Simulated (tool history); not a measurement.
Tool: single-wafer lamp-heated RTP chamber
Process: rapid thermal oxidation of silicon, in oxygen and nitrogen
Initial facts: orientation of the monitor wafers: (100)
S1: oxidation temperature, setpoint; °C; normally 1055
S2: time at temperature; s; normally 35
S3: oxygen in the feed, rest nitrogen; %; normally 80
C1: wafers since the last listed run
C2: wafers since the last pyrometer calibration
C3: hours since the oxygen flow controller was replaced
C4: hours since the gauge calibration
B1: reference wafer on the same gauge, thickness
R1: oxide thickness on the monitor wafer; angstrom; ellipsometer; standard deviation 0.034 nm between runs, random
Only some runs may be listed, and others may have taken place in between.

run	hour	S1	S2	S3	C1	C2	C3	C4	B1	R1
1	0.0	1055	35	80	0	4276	4018.6	507.6	6.460	65.36
2	77.8	1055	35	80	385	4662	4096.4	585.4	6.462	66.00
3	147.6	1055	35	80	345	5008	4166.2	655.2	6.456	66.45
4	225.6	1055	43	80	386	5394	4244.2	733.2	6.462	73.49
# hour 240.1: pyrometer window cleaned and pyrometer calibrated
5	308.2	1055	43	80	369	337	4326.8	815.8	6.456	68.22
6	368.1	1055	35	88	296	634	4386.7	875.7	6.455	64.53
7	421.9	1055	35	88	266	900	4440.5	929.5	6.459	64.44
8	499.2	1055	35	80	382	1283	4517.8	1006.8	6.459	62.18
# hour 586.9: gauge calibrated
9	690.9	1055	35	80	949	2233	4709.5	104.0	6.457	63.34
10	763.8	1046	35	67	361	2594	4782.4	176.9	6.462	56.11
11	858.7	1055	51	98	470	3064	4877.3	271.8	6.460	80.82
12	906.2	1067	35	80	235	3299	4924.8	319.3	6.459	69.69
13	976.1	1078	50	98	346	3645	4994.7	389.2	6.466	94.50
# hour 1041.3: oxygen flow controller replaced
14	1079.3	1055	35	80	471	4117	38.0	492.4	6.456	65.88
15	1180.4	1032	35	98	500	4618	139.1	593.5	6.461	60.85
# hour 1217.1: pyrometer window cleaned and pyrometer calibrated
16	1220.6	1055	35	88	159	17	179.3	633.7	6.459	64.32
17	1275.8	1029	25	80	273	290	234.5	688.9	6.461	45.03
18	1376.7	1055	30	98	499	790	335.4	789.8	6.455	62.75
19	1483.8	1055	35	80	530	1321	442.5	896.9	6.461	62.73
20	1524.7	1055	48	57	202	1523	483.4	937.8	6.453	63.72

Here are 5 independent what-if runs from the current tool condition. What would each one return?
A	1525.2	1028	35	80	2	1526	483.9	938.3	?	?
B	1525.2	1079	49	98	2	1526	483.9	938.3	?	?
C	1525.2	1035	50	88	2	1526	483.9	938.3	?	?
D	1525.2	1072	49	98	2	1526	483.9	938.3	?	?
E	1525.2	1030	29	90	2	1526	483.9	938.3	?	?

run	B1	R1
A	6.454	51.55
B	6.454	90.51
C	6.454	65.29
D	6.454	86.45
E	6.454	50.28
With no hidden state in the tool, these same runs would have given:
run	R1
A	50.99
B	89.58
C	64.57
D	85.55
E	49.74
